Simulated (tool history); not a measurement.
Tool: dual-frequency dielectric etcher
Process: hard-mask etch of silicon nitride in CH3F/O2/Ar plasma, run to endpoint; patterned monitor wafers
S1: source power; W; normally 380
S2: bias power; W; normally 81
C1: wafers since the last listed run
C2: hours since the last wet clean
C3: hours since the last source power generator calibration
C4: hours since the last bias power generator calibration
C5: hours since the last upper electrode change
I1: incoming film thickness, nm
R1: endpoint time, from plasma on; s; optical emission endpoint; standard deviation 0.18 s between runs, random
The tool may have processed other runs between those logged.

Run 1, hour 0.0: usual settings; C1 0; C2 187.1; C3 2287.3; C4 1803.9; C5 4704.9; I1 42.63. Result: R1 60.8 s.
Run 2, hour 7.6: usual settings; C1 111; C2 194.7; C3 2294.9; C4 1811.5; C5 4712.5; I1 42.92. Result: R1 61.4 s.
Run 3, hour 17.5: usual settings; C1 145; C2 204.6; C3 2304.8; C4 1821.4; C5 4722.4; I1 43.09. Result: R1 61.6 s.
Run 4, hour 30.4: usual settings; C1 189; C2 217.5; C3 2317.7; C4 1834.3; C5 4735.3; I1 42.68. Result: R1 61.1 s.
Run 5, hour 46.5: usual settings; C1 236; C2 233.6; C3 2333.8; C4 1850.4; C5 4751.4; I1 42.68. Result: R1 61.2 s.
Run 6, hour 58.5: usual settings; C1 176; C2 245.6; C3 2345.8; C4 1862.4; C5 4763.4; I1 42.97. Result: R1 61.7 s.
Run 7, hour 75.5: usual settings; C1 250; C2 262.6; C3 2362.8; C4 1879.4; C5 4780.4; I1 43.18. Result: R1 62.3 s.
Run 8, hour 92.3: usual settings; C1 247; C2 279.4; C3 2379.6; C4 1896.2; C5 4797.2; I1 43.07. Result: R1 62.2 s.
Run 9, hour 98.8: usual settings; C1 95; C2 285.9; C3 2386.1; C4 1902.7; C5 4803.7; I1 43.30. Result: R1 62.4 s.
Run 10, hour 110.4: usual settings; C1 170; C2 297.5; C3 2397.7; C4 1914.3; C5 4815.3; I1 42.94. Result: R1 61.8 s.
Run 11, hour 126.9: usual settings; C1 242; C2 314.0; C3 2414.2; C4 1930.8; C5 4831.8; I1 43.30. Result: R1 62.7 s.
Run 12, hour 144.9: usual settings but S1 460 W, S2 68 W; C1 264; C2 332.0; C3 2432.2; C4 1948.8; C5 4849.8; I1 42.99. Result: R1 61.8 s.
Run 13, hour 151.0: usual settings but S1 460 W, S2 68 W; C1 89; C2 338.1; C3 2438.3; C4 1954.9; C5 4855.9; I1 43.34. Result: R1 62.5 s.
Run 14, hour 158.2: usual settings; C1 105; C2 345.3; C3 2445.5; C4 1962.1; C5 4863.1; I1 43.20. Result: R1 62.7 s.
Run 15, hour 169.0: usual settings; C1 158; C2 356.1; C3 2456.3; C4 1972.9; C5 4873.9; I1 43.44. Result: R1 63.3 s.
Run 16, hour 176.9: usual settings but S2 67 W; C1 116; C2 364.0; C3 2464.2; C4 1980.8; C5 4881.8; I1 43.23. Result: R1 66.7 s.
Run 17, hour 192.4: usual settings but S1 320 W, S2 65 W; C1 228; C2 379.5; C3 2479.7; C4 1996.3; C5 4897.3; I1 42.71. Result: R1 70.2 s.
Run 18, hour 206.6: usual settings but S1 410 W, S2 65 W; C1 208; C2 393.7; C3 2493.9; C4 2010.5; C5 4911.5; I1 43.22. Result: R1 66.0 s.
Run 19, hour 215.0: usual settings but S1 280 W, S2 72 W; C1 123; C2 402.1; C3 2502.3; C4 2018.9; C5 4919.9; I1 43.12. Result: R1 71.4 s.
At hour 226.2: source power generator calibrated.
At hour 230.5: bias power generator calibrated.
At hour 254.6: upper electrode replaced.
At hour 274.3: wet clean of the chamber.
Run 20, hour 274.8: usual settings but S1 420 W, S2 67 W; C1 118; C2 0.5; C3 48.6; C4 44.3; C5 20.2; I1 42.91. Result: R1 61.8 s.
Run 21, hour 275.1: usual settings but S1 460 W, S2 93 W; C1 4; C2 0.8; C3 48.9; C4 44.6; C5 20.5; I1 42.77. Result: R1 54.3 s.
Run 22, hour 275.5: usual settings but S1 310 W, S2 65 W; C1 5; C2 1.2; C3 49.3; C4 45.0; C5 20.9; I1 42.82. Result: R1 68.5 s.
Run 23, hour 275.8: usual settings but S1 480 W, S2 63 W; C1 4; C2 1.5; C3 49.6; C4 45.3; C5 21.2; I1 42.82. Result: R1 60.4 s.
Run 24, hour 277.8: usual settings; C1 29; C2 3.5; C3 51.6; C4 47.3; C5 23.2; I1 42.70. Result: R1 59.8 s.
Run 25, hour 290.2: usual settings but S1 420 W, S2 93 W; C1 182; C2 15.9; C3 64.0; C4 59.7; C5 35.6; I1 42.79. Result: R1 55.9 s.
Run 26, hour 297.0: usual settings; C1 100; C2 22.7; C3 70.8; C4 66.5; C5 42.4; I1 43.32. Result: R1 61.0 s.
Run 27, hour 305.8: usual settings but S1 350 W, S2 68 W; C1 129; C2 31.5; C3 79.6; C4 75.3; C5 51.2; I1 43.06. Result: R1 65.7 s.
Run 28, hour 316.3: usual settings but S1 340 W, S2 98 W; C1 154; C2 42.0; C3 90.1; C4 85.8; C5 61.7; I1 43.17. Result: R1 59.3 s.
Run 29, hour 325.1: usual settings; C1 129; C2 50.8; C3 98.9; C4 94.6; C5 70.5; I1 43.04. Result: R1 60.5 s.
Run 30, hour 335.6: usual settings but S2 89 W; C1 154; C2 61.3; C3 109.4; C4 105.1; C5 81.0; I1 43.06. Result: R1 58.4 s.
Run 31, hour 353.2: usual settings but S1 470 W, S2 88 W; C1 258; C2 78.9; C3 127.0; C4 122.7; C5 98.6; I1 42.65. Result: R1 55.0 s.
Run 32, hour 364.9: usual settings but S1 430 W, S2 93 W; C1 172; C2 90.6; C3 138.7; C4 134.4; C5 110.3; I1 43.32. Result: R1 56.3 s.

Predict each of these 4 candidate next runs independently; none follows another, all start after run 32:
Run A, hour 365.3: usual settings but S1 320 W; C1 5; C2 91.0; C3 139.1; C4 134.8; C5 110.7; I1 42.84. Result: R1 ?.
Run B, hour 365.3: usual settings but S2 64 W; C1 5; C2 91.0; C3 139.1; C4 134.8; C5 110.7; I1 42.84. Result: R1 ?.
Run C, hour 365.3: usual settings but S2 88 W; C1 5; C2 91.0; C3 139.1; C4 134.8; C5 110.7; I1 42.84. Result: R1 ?.
Run D, hour 365.3: usual settings but S1 290 W, S2 71 W; C1 5; C2 91.0; C3 139.1; C4 134.8; C5 110.7; I1 42.84. Result: R1 ?.

run    R1
  A  63.9
  B  65.4
  C  59.1
  D  68.5
What these runs would have given with no unlogged condition in the tool:
run    R1
  A  63.2
  B  64.7
  C  58.5
  D  67.8

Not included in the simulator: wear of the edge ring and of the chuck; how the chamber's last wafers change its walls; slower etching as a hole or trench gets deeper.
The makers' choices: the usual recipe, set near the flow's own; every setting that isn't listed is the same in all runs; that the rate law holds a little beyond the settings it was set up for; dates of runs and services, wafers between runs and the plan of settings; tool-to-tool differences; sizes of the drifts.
